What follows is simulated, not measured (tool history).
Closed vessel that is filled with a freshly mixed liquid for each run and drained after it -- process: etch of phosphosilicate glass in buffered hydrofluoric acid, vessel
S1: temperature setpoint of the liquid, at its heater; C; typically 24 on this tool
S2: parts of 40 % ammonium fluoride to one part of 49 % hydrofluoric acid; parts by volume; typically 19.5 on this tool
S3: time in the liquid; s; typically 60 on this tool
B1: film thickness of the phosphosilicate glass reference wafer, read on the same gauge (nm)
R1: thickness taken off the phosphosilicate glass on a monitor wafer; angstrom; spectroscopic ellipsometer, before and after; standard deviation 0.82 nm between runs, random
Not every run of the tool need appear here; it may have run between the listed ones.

run 1 hour=0 | S1=24 S2=19.5 S3=60 | B1=60.05 | R1=1485
run 2 hour=47.5 | S1=24 S2=19.5 S3=60 | B1=59.97 | R1=1486
run 3 hour=128.3 | S1=24 S2=19.5 S3=60 | B1=59.99 | R1=1494.1
run 4 hour=191.9 | S1=24 S2=19.5 S3=60 | B1=60.05 | R1=1486.8
run 5 hour=273.2 | S1=24 S2=19.5 S3=60 | B1=59.97 | R1=1503.7
run 6 hour=318.4 | S1=24 S2=19.5 S3=60 | B1=60.06 | R1=1501
run 7 hour=367.6 | S1=20.5 S2=19.5 S3=80 | B1=59.99 | R1=1659.7
run 8 hour=431.6 | S1=24 S2=14 S3=85 | B1=60.01 | R1=2935.6
run 9 hour=531.1 | S1=24 S2=14 S3=85 | B1=59.99 | R1=2969.3
run 10 hour=626 | S1=24 S2=14 S3=60 | B1=60.02 | R1=2076.8
-- hour=672.2 gauge calibrated
run 11 hour=711.4 | S1=24 S2=14 S3=60 | B1=60.01 | R1=2080.4
run 12 hour=769.3 | S1=24 S2=19.5 S3=60 | B1=60.01 | R1=1507.4
run 13 hour=805.8 | S1=24 S2=19.5 S3=60 | B1=60.01 | R1=1493.7
run 14 hour=865.9 | S1=25.5 S2=19.5 S3=60 | B1=59.97 | R1=1624
run 15 hour=953.9 | S1=24 S2=12 S3=60 | B1=60.06 | R1=2430.7
run 16 hour=1032.8 | S1=20.5 S2=16.5 S3=80 | B1=60 | R1=1935
run 17 hour=1081 | S1=24 S2=19.5 S3=50 | B1=59.99 | R1=1244.1
run 18 hour=1144.3 | S1=24 S2=19.5 S3=60 | B1=60.04 | R1=1515.8
-- hour=1201.4 hydrofluoric acid flow meter replaced
run 19 hour=1222.5 | S1=29 S2=19.5 S3=60 | B1=60.03 | R1=2030
run 20 hour=1293.6 | S1=24 S2=22 S3=30 | B1=59.99 | R1=708.7
run 21 hour=1366.5 | S1=24 S2=16.5 S3=75 | B1=60 | R1=2302
-- hour=1405.8 thermometer replaced
run 22 hour=1430.6 | S1=24 S2=16 S3=35 | B1=60.03 | R1=1059.4
run 23 hour=1498.4 | S1=19.5 S2=21.5 S3=60 | B1=60.02 | R1=1083
run 24 hour=1605.8 | S1=28.5 S2=27 S3=45 | B1=59.97 | R1=1122.4
run 25 hour=1679.7 | S1=24 S2=27 S3=60 | B1=60 | R1=1185
run 26 hour=1777.6 | S1=24 S2=23.5 S3=60 | B1=59.99 | R1=1306.2
run 27 hour=1854.5 | S1=24 S2=19.5 S3=60 | B1=59.99 | R1=1508.4

Here are 5 independent what-if runs from the current tool condition. What would each one return?
run A hour=1855.2 | S1=24 S2=24.5 S3=60 | B1=? | R1=?
run B hour=1855.2 | S1=27 S2=15 S3=90 | B1=? | R1=?
run C hour=1855.2 | S1=28 S2=15 S3=95 | B1=? | R1=?
run D hour=1855.2 | S1=28 S2=24.5 S3=60 | B1=? | R1=?
run E hour=1855.2 | S1=27 S2=19.5 S3=75 | B1=? | R1=?

run=A B1=59.95 R1=1279.2
run=B B1=59.95 R1=3429.4
run=C B1=59.95 R1=3818.3
run=D B1=59.95 R1=1588.7
run=E B1=59.95 R1=2207.8
With the hidden condition removed and each run's random variation left untouched, the same runs would have given:
run=A R1=1278.3
run=B R1=3442.8
run=C R1=3833.5
run=D R1=1587.9
run=E R1=2216.6
